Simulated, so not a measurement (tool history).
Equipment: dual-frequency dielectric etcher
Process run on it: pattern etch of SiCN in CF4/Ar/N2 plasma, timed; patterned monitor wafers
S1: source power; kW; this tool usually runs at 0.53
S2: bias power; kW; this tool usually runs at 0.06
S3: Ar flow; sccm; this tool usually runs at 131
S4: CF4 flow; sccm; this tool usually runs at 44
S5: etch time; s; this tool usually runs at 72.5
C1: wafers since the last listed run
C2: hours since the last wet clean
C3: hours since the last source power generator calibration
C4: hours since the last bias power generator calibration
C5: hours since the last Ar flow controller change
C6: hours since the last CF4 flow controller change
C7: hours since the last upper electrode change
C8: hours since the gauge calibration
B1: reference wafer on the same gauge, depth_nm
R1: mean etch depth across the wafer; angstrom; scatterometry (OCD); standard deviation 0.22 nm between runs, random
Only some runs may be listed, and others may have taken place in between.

{"run": 1, "hour": 0.0, "S1": 0.53, "S2": 0.06, "S3": 131, "S4": 44, "S5": 72.5, "C1": 0, "C2": 156.6, "C3": 2180.8, "C4": 1627.7, "C5": 2621.6, "C6": 3756.6, "C7": 36, "C8": 791.5, "B1": 47, "R1": 534}
{"hour": 28.7, "done": "source power generator calibrated"}
{"run": 2, "hour": 33.6, "S1": 0.48, "S2": 0.06, "S3": 131, "S4": 44, "S5": 84.5, "C1": 281, "C2": 190.2, "C3": 4.9, "C4": 1661.3, "C5": 2655.2, "C6": 3790.2, "C7": 69.6, "C8": 825.1, "B1": 47.1, "R1": 574}
{"run": 3, "hour": 50.4, "S1": 0.58, "S2": 0.06, "S3": 131, "S4": 44, "S5": 72.5, "C1": 159, "C2": 207, "C3": 21.7, "C4": 1678.1, "C5": 2672, "C6": 3807, "C7": 86.4, "C8": 841.9, "B1": 47.1, "R1": 572}
{"run": 4, "hour": 85.1, "S1": 0.53, "S2": 0.065, "S3": 131, "S4": 52, "S5": 72.5, "C1": 330, "C2": 241.7, "C3": 56.4, "C4": 1712.8, "C5": 2706.7, "C6": 3841.7, "C7": 121.1, "C8": 876.6, "B1": 47, "R1": 565}
{"run": 5, "hour": 146.0, "S1": 0.53, "S2": 0.056, "S3": 116, "S4": 44, "S5": 72.5, "C1": 579, "C2": 302.6, "C3": 117.3, "C4": 1773.7, "C5": 2767.6, "C6": 3902.6, "C7": 182, "C8": 937.5, "B1": 47.2, "R1": 530}
{"hour": 160.9, "done": "CF4 flow controller replaced"}
{"run": 6, "hour": 164.9, "S1": 0.53, "S2": 0.06, "S3": 148, "S4": 44, "S5": 62, "C1": 122, "C2": 321.5, "C3": 136.2, "C4": 1792.6, "C5": 2786.5, "C6": 4, "C7": 200.9, "C8": 956.4, "B1": 47.1, "R1": 445}
{"run": 7, "hour": 185.8, "S1": 0.53, "S2": 0.06, "S3": 131, "S4": 44, "S5": 72.5, "C1": 198, "C2": 342.4, "C3": 157.1, "C4": 1813.5, "C5": 2807.4, "C6": 24.9, "C7": 221.8, "C8": 977.3, "B1": 47.1, "R1": 532}
{"run": 8, "hour": 264.6, "S1": 0.53, "S2": 0.07, "S3": 99, "S4": 44, "S5": 78, "C1": 749, "C2": 421.2, "C3": 235.9, "C4": 1892.3, "C5": 2886.2, "C6": 103.7, "C7": 300.6, "C8": 1056.1, "B1": 47.1, "R1": 626}
{"hour": 273.2, "done": "Ar flow controller replaced"}
{"hour": 286.8, "done": "gauge calibrated"}
{"hour": 295.3, "done": "bias power generator calibrated"}
{"run": 9, "hour": 295.8, "S1": 0.43, "S2": 0.046, "S3": 141, "S4": 44, "S5": 72.5, "C1": 201, "C2": 452.4, "C3": 267.1, "C4": 0.5, "C5": 22.6, "C6": 134.9, "C7": 331.8, "C8": 9, "B1": 47.2, "R1": 408}
{"run": 10, "hour": 328.2, "S1": 0.53, "S2": 0.06, "S3": 140, "S4": 54, "S5": 63.5, "C1": 308, "C2": 484.8, "C3": 299.5, "C4": 32.9, "C5": 55, "C6": 167.3, "C7": 364.2, "C8": 41.4, "B1": 47.1, "R1": 476}
{"hour": 363.5, "done": "wet clean of the chamber"}
{"run": 11, "hour": 364.0, "S1": 0.41, "S2": 0.051, "S3": 131, "S4": 37, "S5": 72.5, "C1": 112, "C2": 0.5, "C3": 335.3, "C4": 68.7, "C5": 90.8, "C6": 203.1, "C7": 400, "C8": 77.2, "B1": 47.1, "R1": 402}
{"run": 12, "hour": 386.5, "S1": 0.53, "S2": 0.06, "S3": 131, "S4": 44, "S5": 59, "C1": 213, "C2": 23, "C3": 357.8, "C4": 91.2, "C5": 113.3, "C6": 225.6, "C7": 422.5, "C8": 99.7, "B1": 47, "R1": 438}
{"run": 13, "hour": 420.1, "S1": 0.57, "S2": 0.06, "S3": 131, "S4": 44, "S5": 72.5, "C1": 319, "C2": 56.6, "C3": 391.4, "C4": 124.8, "C5": 146.9, "C6": 259.2, "C7": 456.1, "C8": 133.3, "B1": 47, "R1": 571}
{"run": 14, "hour": 451.6, "S1": 0.53, "S2": 0.06, "S3": 131, "S4": 44, "S5": 72.5, "C1": 299, "C2": 88.1, "C3": 422.9, "C4": 156.3, "C5": 178.4, "C6": 290.7, "C7": 487.6, "C8": 164.8, "B1": 47.1, "R1": 537}
{"run": 15, "hour": 466.1, "S1": 0.53, "S2": 0.06, "S3": 131, "S4": 44, "S5": 72.5, "C1": 137, "C2": 102.6, "C3": 437.4, "C4": 170.8, "C5": 192.9, "C6": 305.2, "C7": 502.1, "C8": 179.3, "B1": 47.1, "R1": 539}
{"run": 16, "hour": 482.0, "S1": 0.53, "S2": 0.06, "S3": 131, "S4": 33, "S5": 72.5, "C1": 151, "C2": 118.5, "C3": 453.3, "C4": 186.7, "C5": 208.8, "C6": 321.1, "C7": 518, "C8": 195.2, "B1": 47, "R1": 502}
{"run": 17, "hour": 496.6, "S1": 0.53, "S2": 0.06, "S3": 131, "S4": 53, "S5": 72.5, "C1": 138, "C2": 133.1, "C3": 467.9, "C4": 201.3, "C5": 223.4, "C6": 335.7, "C7": 532.6, "C8": 209.8, "B1": 47, "R1": 556}
{"run": 18, "hour": 520.2, "S1": 0.53, "S2": 0.06, "S3": 131, "S4": 37, "S5": 72.5, "C1": 224, "C2": 156.7, "C3": 491.5, "C4": 224.9, "C5": 247, "C6": 359.3, "C7": 556.2, "C8": 233.4, "B1": 47.1, "R1": 519}
{"run": 19, "hour": 537.2, "S1": 0.53, "S2": 0.06, "S3": 131, "S4": 44, "S5": 72.5, "C1": 161, "C2": 173.7, "C3": 508.5, "C4": 241.9, "C5": 264, "C6": 376.3, "C7": 573.2, "C8": 250.4, "B1": 47.1, "R1": 536}
{"run": 20, "hour": 566.3, "S1": 0.53, "S2": 0.06, "S3": 131, "S4": 44, "S5": 72.5, "C1": 276, "C2": 202.8, "C3": 537.6, "C4": 271, "C5": 293.1, "C6": 405.4, "C7": 602.3, "C8": 279.5, "B1": 47.1, "R1": 534}

Each row is a separate what-if for the run after 20, all from the same tool condition, not one after another. Results?
{"run": "A", "hour": 566.7, "S1": 0.53, "S2": 0.06, "S3": 131, "S4": 44, "S5": 72.5, "C1": 3, "C2": 203.2, "C3": 538, "C4": 271.4, "C5": 293.5, "C6": 405.8, "C7": 602.7, "C8": 279.9, "B1": "?", "R1": "?"}
{"run": "B", "hour": 566.7, "S1": 0.53, "S2": 0.05, "S3": 100, "S4": 44, "S5": 72.5, "C1": 3, "C2": 203.2, "C3": 538, "C4": 271.4, "C5": 293.5, "C6": 405.8, "C7": 602.7, "C8": 279.9, "B1": "?", "R1": "?"}
{"run": "C", "hour": 566.7, "S1": 0.53, "S2": 0.048, "S3": 131, "S4": 44, "S5": 72.5, "C1": 3, "C2": 203.2, "C3": 538, "C4": 271.4, "C5": 293.5, "C6": 405.8, "C7": 602.7, "C8": 279.9, "B1": "?", "R1": "?"}
{"run": "D", "hour": 566.7, "S1": 0.61, "S2": 0.06, "S3": 131, "S4": 44, "S5": 72.5, "C1": 3, "C2": 203.2, "C3": 538, "C4": 271.4, "C5": 293.5, "C6": 405.8, "C7": 602.7, "C8": 279.9, "B1": "?", "R1": "?"}
{"run": "E", "hour": 566.7, "S1": 0.53, "S2": 0.06, "S3": 120, "S4": 44, "S5": 72.5, "C1": 3, "C2": 203.2, "C3": 538, "C4": 271.4, "C5": 293.5, "C6": 405.8, "C7": 602.7, "C8": 279.9, "B1": "?", "R1": "?"}

run=A B1=47.1 R1=531
run=B B1=47.1 R1=523
run=C B1=47.1 R1=494
run=D B1=47.1 R1=595
run=E B1=47.1 R1=539
The same runs, with their run-to-run variation unchanged, on a tool lacking any hidden condition would have given:
run=A R1=538
run=B R1=529
run=C R1=499
run=D R1=602
run=E R1=545

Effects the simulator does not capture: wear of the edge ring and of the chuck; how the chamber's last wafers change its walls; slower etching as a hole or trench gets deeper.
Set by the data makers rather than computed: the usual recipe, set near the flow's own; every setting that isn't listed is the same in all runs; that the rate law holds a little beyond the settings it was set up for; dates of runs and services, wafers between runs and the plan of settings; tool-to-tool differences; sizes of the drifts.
